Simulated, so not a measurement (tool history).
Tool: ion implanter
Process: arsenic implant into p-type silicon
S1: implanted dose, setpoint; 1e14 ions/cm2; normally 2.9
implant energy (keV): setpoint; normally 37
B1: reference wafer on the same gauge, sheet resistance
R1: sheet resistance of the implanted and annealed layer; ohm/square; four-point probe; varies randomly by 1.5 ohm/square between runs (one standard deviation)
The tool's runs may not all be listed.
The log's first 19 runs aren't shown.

{"run": 20, "day": 66.321, "S1": 3.26, "implant energy (keV)": 32.5, "B1": 345.96, "R1": 273.91}
{"run": 21, "day": 68.488, "S1": 2.61, "implant energy (keV)": 45, "B1": 346.17, "R1": 308.08}
{"run": 22, "day": 70.488, "S1": 2.59, "implant energy (keV)": 45.5, "B1": 346.15, "R1": 309.96}
{"day": 70.8, "done": "gauge calibrated"}
{"run": 23, "day": 72.975, "S1": 2.24, "implant energy (keV)": 31, "B1": 345.93, "R1": 365.21}
{"run": 24, "day": 74.546, "S1": 2.9, "implant energy (keV)": 28.5, "B1": 345.5, "R1": 303.74}
{"run": 25, "day": 77.204, "S1": 3.38, "implant energy (keV)": 37, "B1": 346.86, "R1": 261.12}
{"run": 26, "day": 79.942, "S1": 2.07, "implant energy (keV)": 37, "B1": 346.52, "R1": 375.1}
{"run": 27, "day": 82.9, "S1": 2.9, "implant energy (keV)": 41, "B1": 346.08, "R1": 289.39}
{"run": 28, "day": 86.996, "S1": 3.36, "implant energy (keV)": 33.5, "B1": 346.04, "R1": 267.25}
{"run": 29, "day": 90.929, "S1": 3.53, "implant energy (keV)": 27, "B1": 346.63, "R1": 263.61}
{"run": 30, "day": 95.154, "S1": 2.9, "implant energy (keV)": 37, "B1": 345.73, "R1": 295.09}
{"run": 31, "day": 104.092, "S1": 2.9, "implant energy (keV)": 37, "B1": 346.4, "R1": 292.58}
{"run": 32, "day": 107.058, "S1": 2.9, "implant energy (keV)": 37, "B1": 346.16, "R1": 292.93}
{"run": 33, "day": 111.508, "S1": 2.9, "implant energy (keV)": 37, "B1": 345.88, "R1": 292.48}
{"run": 34, "day": 115.488, "S1": 2.13, "implant energy (keV)": 28.5, "B1": 346.07, "R1": 386.1}
{"run": 35, "day": 118.35, "S1": 2.9, "implant energy (keV)": 37, "B1": 345.85, "R1": 292.1}

Run 36 is up next; what results do you expect?
{"run": 36, "day": 124.754, "S1": 2.33, "implant energy (keV)": 30, "B1": "?", "R1": "?"}

Run 36 produced B1 345.71, R1 356.91 ohm/square.
If the tool had no hidden condition, the same run with the same run-to-run variation would have returned R1 356.91 ohm/square.
